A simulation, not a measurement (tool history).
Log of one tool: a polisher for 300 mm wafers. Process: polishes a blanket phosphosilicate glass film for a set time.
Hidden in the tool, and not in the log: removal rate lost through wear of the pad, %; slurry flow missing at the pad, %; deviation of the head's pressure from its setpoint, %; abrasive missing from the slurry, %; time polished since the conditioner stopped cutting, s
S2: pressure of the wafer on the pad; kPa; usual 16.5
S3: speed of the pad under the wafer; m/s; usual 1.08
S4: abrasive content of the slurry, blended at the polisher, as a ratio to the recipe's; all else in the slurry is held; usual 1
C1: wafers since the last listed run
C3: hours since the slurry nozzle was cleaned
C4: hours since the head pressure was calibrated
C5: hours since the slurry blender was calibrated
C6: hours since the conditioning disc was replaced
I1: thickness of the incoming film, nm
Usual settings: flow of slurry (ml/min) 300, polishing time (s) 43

{"run": 1, "hour": 0.0, "flow of slurry (ml/min)": 300, "S2": 16.5, "S3": 1.08, "S4": 1, "polishing time (s)": 43, "C1": 0, "wafers polished on this pad": 1353, "C3": 79.5, "C4": 288.9, "C5": 178.6, "C6": 161.5, "I1": 3637.7, "film removed (angstrom)": 2413}
{"hour": 58.0, "done": "worn pad replaced by a new one"}
{"run": 2, "hour": 66.5, "flow of slurry (ml/min)": 300, "S2": 16.5, "S3": 1.08, "S4": 1, "polishing time (s)": 43, "C1": 681, "wafers polished on this pad": 93, "C3": 146, "C4": 355.4, "C5": 245.1, "C6": 228, "I1": 3646.7, "film removed (angstrom)": 2392}
{"hour": 88.1, "done": "slurry blender recalibrated"}
{"run": 3, "hour": 104.9, "flow of slurry (ml/min)": 300, "S2": 16.5, "S3": 1.08, "S4": 1, "polishing time (s)": 43, "C1": 396, "wafers polished on this pad": 490, "C3": 184.4, "C4": 393.8, "C5": 16.8, "C6": 266.4, "I1": 3672, "film removed (angstrom)": 2412}
{"hour": 110.3, "done": "conditioning disc replaced and pad reconditioned"}
{"hour": 149.5, "done": "head pressure recalibrated"}
{"run": 4, "hour": 175.2, "flow of slurry (ml/min)": 300, "S2": 16.5, "S3": 1.08, "S4": 1.1, "polishing time (s)": 43, "C1": 723, "wafers polished on this pad": 1213, "C3": 254.7, "C4": 25.7, "C5": 87.1, "C6": 64.9, "I1": 3771.8, "film removed (angstrom)": 2497}
{"run": 5, "hour": 204.5, "flow of slurry (ml/min)": 300, "S2": 16.5, "S3": 1.08, "S4": 1.1, "polishing time (s)": 43, "C1": 319, "wafers polished on this pad": 1532, "C3": 284, "C4": 55, "C5": 116.4, "C6": 94.2, "I1": 3754.3, "film removed (angstrom)": 2446}
{"run": 6, "hour": 231.7, "flow of slurry (ml/min)": 300, "S2": 16.5, "S3": 1.08, "S4": 1.1, "polishing time (s)": 43, "C1": 296, "wafers polished on this pad": 1829, "C3": 311.2, "C4": 82.2, "C5": 143.6, "C6": 121.4, "I1": 3657.3, "film removed (angstrom)": 2471}
{"hour": 236.9, "done": "worn pad replaced by a new one"}
{"run": 7, "hour": 269.0, "flow of slurry (ml/min)": 300, "S2": 20.7, "S3": 1.08, "S4": 1, "polishing time (s)": 43, "C1": 363, "wafers polished on this pad": 350, "C3": 348.5, "C4": 119.5, "C5": 180.9, "C6": 158.7, "I1": 3665.8, "film removed (angstrom)": 2973}
{"run": 8, "hour": 299.9, "flow of slurry (ml/min)": 300, "S2": 20.7, "S3": 1.08, "S4": 1, "polishing time (s)": 43, "C1": 336, "wafers polished on this pad": 687, "C3": 379.4, "C4": 150.4, "C5": 211.8, "C6": 189.6, "I1": 3692.3, "film removed (angstrom)": 2881}
{"hour": 349.2, "done": "slurry nozzle cleaned"}
{"run": 9, "hour": 369.3, "flow of slurry (ml/min)": 300, "S2": 20.7, "S3": 1.08, "S4": 1, "polishing time (s)": 43, "C1": 745, "wafers polished on this pad": 1433, "C3": 20.1, "C4": 219.8, "C5": 281.2, "C6": 259, "I1": 3727.9, "film removed (angstrom)": 2947}
{"hour": 391.3, "done": "conditioning disc replaced and pad reconditioned"}
{"hour": 397.3, "done": "slurry blender recalibrated"}
{"hour": 425.1, "done": "worn pad replaced by a new one"}
{"run": 10, "hour": 438.6, "flow of slurry (ml/min)": 300, "S2": 16.5, "S3": 1.08, "S4": 1.15, "polishing time (s)": 43, "C1": 668, "wafers polished on this pad": 147, "C3": 89.4, "C4": 289.1, "C5": 41.3, "C6": 47.3, "I1": 3745.5, "film removed (angstrom)": 2488}
{"run": 11, "hour": 473.9, "flow of slurry (ml/min)": 300, "S2": 16.5, "S3": 1.08, "S4": 1, "polishing time (s)": 57, "C1": 384, "wafers polished on this pad": 532, "C3": 124.7, "C4": 324.4, "C5": 76.6, "C6": 82.6, "I1": 3661.1, "film removed (angstrom)": 3135}
{"run": 12, "hour": 527.1, "flow of slurry (ml/min)": 300, "S2": 17.9, "S3": 0.82, "S4": 1, "polishing time (s)": 43, "C1": 580, "wafers polished on this pad": 1112, "C3": 177.9, "C4": 377.6, "C5": 129.8, "C6": 135.8, "I1": 3691.4, "film removed (angstrom)": 2052}
{"hour": 579.8, "done": "head pressure recalibrated"}
{"run": 13, "hour": 581.4, "flow of slurry (ml/min)": 300, "S2": 12.4, "S3": 1.08, "S4": 1, "polishing time (s)": 43, "C1": 570, "wafers polished on this pad": 1682, "C3": 232.2, "C4": 1.6, "C5": 184.1, "C6": 190.1, "I1": 3656.2, "film removed (angstrom)": 1789}
{"hour": 598.2, "done": "worn pad replaced by a new one"}
{"run": 14, "hour": 611.3, "flow of slurry (ml/min)": 300, "S2": 16.5, "S3": 1.26, "S4": 1, "polishing time (s)": 48, "C1": 282, "wafers polished on this pad": 142, "C3": 262.1, "C4": 31.5, "C5": 214, "C6": 220, "I1": 3694.6, "film removed (angstrom)": 2960}
{"run": 15, "hour": 652.2, "flow of slurry (ml/min)": 300, "S2": 16.5, "S3": 1.08, "S4": 1, "polishing time (s)": 36, "C1": 446, "wafers polished on this pad": 588, "C3": 303, "C4": 72.4, "C5": 254.9, "C6": 260.9, "I1": 3704.2, "film removed (angstrom)": 1937}
{"hour": 656.1, "done": "conditioning disc replaced and pad reconditioned"}
{"run": 16, "hour": 688.5, "flow of slurry (ml/min)": 300, "S2": 16.5, "S3": 1.08, "S4": 1.2, "polishing time (s)": 29, "C1": 374, "wafers polished on this pad": 963, "C3": 339.3, "C4": 108.7, "C5": 291.2, "C6": 32.4, "I1": 3711.1, "film removed (angstrom)": 1717}
{"hour": 704.0, "done": "slurry blender recalibrated"}
{"run": 17, "hour": 729.1, "flow of slurry (ml/min)": 300, "S2": 16.5, "S3": 1.08, "S4": 1, "polishing time (s)": 43, "C1": 420, "wafers polished on this pad": 1383, "C3": 379.9, "C4": 149.3, "C5": 25.1, "C6": 73, "I1": 3695.6, "film removed (angstrom)": 2414}
{"hour": 762.3, "done": "slurry nozzle cleaned"}
{"hour": 773.5, "done": "worn pad replaced by a new one"}
{"run": 18, "hour": 774.0, "flow of slurry (ml/min)": 300, "S2": 20.7, "S3": 1.08, "S4": 1, "polishing time (s)": 43, "C1": 435, "wafers polished on this pad": 5, "C3": 11.7, "C4": 194.2, "C5": 70, "C6": 117.9, "I1": 3726.8, "film removed (angstrom)": 2968}
{"run": 19, "hour": 826.0, "flow of slurry (ml/min)": 300, "S2": 20, "S3": 1.08, "S4": 1.25, "polishing time (s)": 57, "C1": 567, "wafers polished on this pad": 572, "C3": 63.7, "C4": 246.2, "C5": 122, "C6": 169.9, "I1": 3706.1, "film removed (angstrom)": 4118}
{"hour": 886.0, "done": "conditioning disc replaced and pad reconditioned"}
{"run": 20, "hour": 889.0, "flow of slurry (ml/min)": 240, "S2": 13.8, "S3": 1.46, "S4": 0.75, "polishing time (s)": 43, "C1": 665, "wafers polished on this pad": 1238, "C3": 126.7, "C4": 309.2, "C5": 185, "C6": 3, "I1": 3645.1, "film removed (angstrom)": 2142}

5 ways to go on from here, each from the tool as it stands after run 20. What would each give?
{"run": "A", "hour": 889.4, "flow of slurry (ml/min)": 300, "S2": 16.5, "S3": 0.94, "S4": 1, "polishing time (s)": 43, "C1": 4, "wafers polished on this pad": 1242, "C3": 127.1, "C4": 309.6, "C5": 185.4, "C6": 3.4, "I1": 3695.5, "film removed (angstrom)": "?"}
{"run": "B", "hour": 889.4, "flow of slurry (ml/min)": 250, "S2": 16.5, "S3": 1.28, "S4": 1.15, "polishing time (s)": 43, "C1": 4, "wafers polished on this pad": 1242, "C3": 127.1, "C4": 309.6, "C5": 185.4, "C6": 3.4, "I1": 3695.5, "film removed (angstrom)": "?"}
{"run": "C", "hour": 889.4, "flow of slurry (ml/min)": 300, "S2": 18.6, "S3": 1.24, "S4": 1, "polishing time (s)": 43, "C1": 4, "wafers polished on this pad": 1242, "C3": 127.1, "C4": 309.6, "C5": 185.4, "C6": 3.4, "I1": 3695.5, "film removed (angstrom)": "?"}
{"run": "D", "hour": 889.4, "flow of slurry (ml/min)": 235, "S2": 16.5, "S3": 1.08, "S4": 1, "polishing time (s)": 43, "C1": 4, "wafers polished on this pad": 1242, "C3": 127.1, "C4": 309.6, "C5": 185.4, "C6": 3.4, "I1": 3695.5, "film removed (angstrom)": "?"}
{"run": "E", "hour": 889.4, "flow of slurry (ml/min)": 245, "S2": 16.5, "S3": 1.08, "S4": 1, "polishing time (s)": 43, "C1": 4, "wafers polished on this pad": 1242, "C3": 127.1, "C4": 309.6, "C5": 185.4, "C6": 3.4, "I1": 3695.5, "film removed (angstrom)": "?"}

run=A film_removed_(angstrom)=2078
run=B film_removed_(angstrom)=2776
run=C film_removed_(angstrom)=2910
run=D film_removed_(angstrom)=2258
run=E film_removed_(angstrom)=2270
Without the tool's hidden state the same runs would have given:
run=A film_removed_(angstrom)=2078
run=B film_removed_(angstrom)=2776
run=C film_removed_(angstrom)=2910
run=D film_removed_(angstrom)=2258
run=E film_removed_(angstrom)=2270
